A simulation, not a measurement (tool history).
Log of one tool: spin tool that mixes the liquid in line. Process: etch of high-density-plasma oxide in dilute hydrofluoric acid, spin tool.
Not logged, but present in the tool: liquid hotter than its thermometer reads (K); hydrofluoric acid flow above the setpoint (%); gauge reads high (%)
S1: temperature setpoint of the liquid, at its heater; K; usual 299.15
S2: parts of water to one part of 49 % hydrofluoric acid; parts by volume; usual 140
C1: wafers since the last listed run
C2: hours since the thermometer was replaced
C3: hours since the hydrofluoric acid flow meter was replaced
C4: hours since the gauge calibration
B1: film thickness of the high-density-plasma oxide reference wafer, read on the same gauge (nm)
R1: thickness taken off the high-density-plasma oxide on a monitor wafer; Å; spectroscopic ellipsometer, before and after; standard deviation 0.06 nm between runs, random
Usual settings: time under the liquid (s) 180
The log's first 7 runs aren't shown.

run 8 hour=69.9 | S1=299.15 S2=140 time_under_the_liquid_(s)=180 | C1=91 C2=726.4 C3=739.0 C4=213.6 | B1=120.00 | R1=69.7
run 9 hour=81.0 | S1=299.15 S2=140 time_under_the_liquid_(s)=260 | C1=84 C2=737.5 C3=750.1 C4=224.7 | B1=120.01 | R1=101.4
run 10 hour=91.6 | S1=299.15 S2=140 time_under_the_liquid_(s)=260 | C1=80 C2=748.1 C3=760.7 C4=235.3 | B1=119.99 | R1=101.1
run 11 hour=99.1 | S1=299.15 S2=140 time_under_the_liquid_(s)=210 | C1=56 C2=755.6 C3=768.2 C4=242.8 | B1=119.98 | R1=82.9
run 12 hour=106.5 | S1=299.15 S2=140 time_under_the_liquid_(s)=210 | C1=56 C2=763.0 C3=775.6 C4=250.2 | B1=119.99 | R1=81.6
run 13 hour=121.0 | S1=299.15 S2=140 time_under_the_liquid_(s)=210 | C1=110 C2=777.5 C3=790.1 C4=264.7 | B1=120.00 | R1=83.3
run 14 hour=128.6 | S1=299.15 S2=140 time_under_the_liquid_(s)=180 | C1=57 C2=785.1 C3=797.7 C4=272.3 | B1=120.02 | R1=70.9
run 15 hour=142.6 | S1=301.15 S2=180 time_under_the_liquid_(s)=110 | C1=106 C2=799.1 C3=811.7 C4=286.3 | B1=120.00 | R1=34.8
run 16 hour=158.3 | S1=302.65 S2=140 time_under_the_liquid_(s)=250 | C1=119 C2=814.8 C3=827.4 C4=302.0 | B1=120.01 | R1=112.0
run 17 hour=167.3 | S1=302.15 S2=175 time_under_the_liquid_(s)=180 | C1=68 C2=823.8 C3=836.4 C4=311.0 | B1=120.01 | R1=61.2
run 18 hour=174.7 | S1=299.15 S2=95 time_under_the_liquid_(s)=140 | C1=56 C2=831.2 C3=843.8 C4=318.4 | B1=120.00 | R1=85.0
run 19 hour=192.6 | S1=300.65 S2=100 time_under_the_liquid_(s)=285 | C1=135 C2=849.1 C3=861.7 C4=336.3 | B1=120.00 | R1=177.1
run 20 hour=200.3 | S1=299.15 S2=140 time_under_the_liquid_(s)=180 | C1=58 C2=856.8 C3=869.4 C4=344.0 | B1=120.01 | R1=72.1
-- hour=201.8 gauge calibrated
run 21 hour=216.1 | S1=301.65 S2=140 time_under_the_liquid_(s)=150 | C1=119 C2=872.6 C3=885.2 C4=14.3 | B1=120.00 | R1=65.4
-- hour=219.1 thermometer replaced
run 22 hour=233.9 | S1=303.65 S2=105 time_under_the_liquid_(s)=95 | C1=127 C2=14.8 C3=903.0 C4=32.1 | B1=120.02 | R1=61.5
-- hour=235.7 hydrofluoric acid flow meter replaced
run 23 hour=246.2 | S1=299.15 S2=140 time_under_the_liquid_(s)=180 | C1=85 C2=27.1 C3=10.5 C4=44.4 | B1=119.99 | R1=63.7
run 24 hour=256.1 | S1=301.65 S2=140 time_under_the_liquid_(s)=280 | C1=75 C2=37.0 C3=20.4 C4=54.3 | B1=120.01 | R1=108.5
run 25 hour=268.6 | S1=299.15 S2=190 time_under_the_liquid_(s)=120 | C1=94 C2=49.5 C3=32.9 C4=66.8 | B1=120.02 | R1=29.4
run 26 hour=282.7 | S1=299.15 S2=140 time_under_the_liquid_(s)=180 | C1=107 C2=63.6 C3=47.0 C4=80.9 | B1=120.01 | R1=63.4
run 27 hour=291.4 | S1=301.65 S2=175 time_under_the_liquid_(s)=75 | C1=66 C2=72.3 C3=55.7 C4=89.6 | B1=120.00 | R1=22.4
run 28 hour=308.5 | S1=299.15 S2=140 time_under_the_liquid_(s)=180 | C1=129 C2=89.4 C3=72.8 C4=106.7 | B1=119.99 | R1=63.3
run 29 hour=316.3 | S1=299.15 S2=95 time_under_the_liquid_(s)=140 | C1=59 C2=97.2 C3=80.6 C4=114.5 | B1=120.00 | R1=78.3
run 30 hour=332.4 | S1=301.15 S2=180 time_under_the_liquid_(s)=110 | C1=122 C2=113.3 C3=96.7 C4=130.6 | B1=120.01 | R1=31.3
run 31 hour=350.2 | S1=295.65 S2=140 time_under_the_liquid_(s)=180 | C1=135 C2=131.1 C3=114.5 C4=148.4 | B1=119.99 | R1=55.8

Forecast each of these 5 alternatives for the next run:
run A hour=350.7 | S1=299.15 S2=165 time_under_the_liquid_(s)=180 | C1=3 C2=131.6 C3=115.0 C4=148.9 | B1=? | R1=?
run B hour=350.7 | S1=294.15 S2=115 time_under_the_liquid_(s)=180 | C1=3 C2=131.6 C3=115.0 C4=148.9 | B1=? | R1=?
run C hour=350.7 | S1=301.15 S2=160 time_under_the_liquid_(s)=180 | C1=3 C2=131.6 C3=115.0 C4=148.9 | B1=? | R1=?
run D hour=350.7 | S1=299.15 S2=105 time_under_the_liquid_(s)=120 | C1=3 C2=131.6 C3=115.0 C4=148.9 | B1=? | R1=?
run E hour=350.7 | S1=302.15 S2=140 time_under_the_liquid_(s)=180 | C1=3 C2=131.6 C3=115.0 C4=148.9 | B1=? | R1=?

run=A B1=119.98 R1=53.1
run=B B1=119.98 R1=66.5
run=C B1=119.98 R1=59.3
run=D B1=119.98 R1=59.8
run=E B1=119.98 R1=72.1
Without the tool's unlogged condition, the same runs would have read:
run=A R1=52.1
run=B R1=65.2
run=C R1=58.2
run=D R1=58.7
run=E R1=70.7
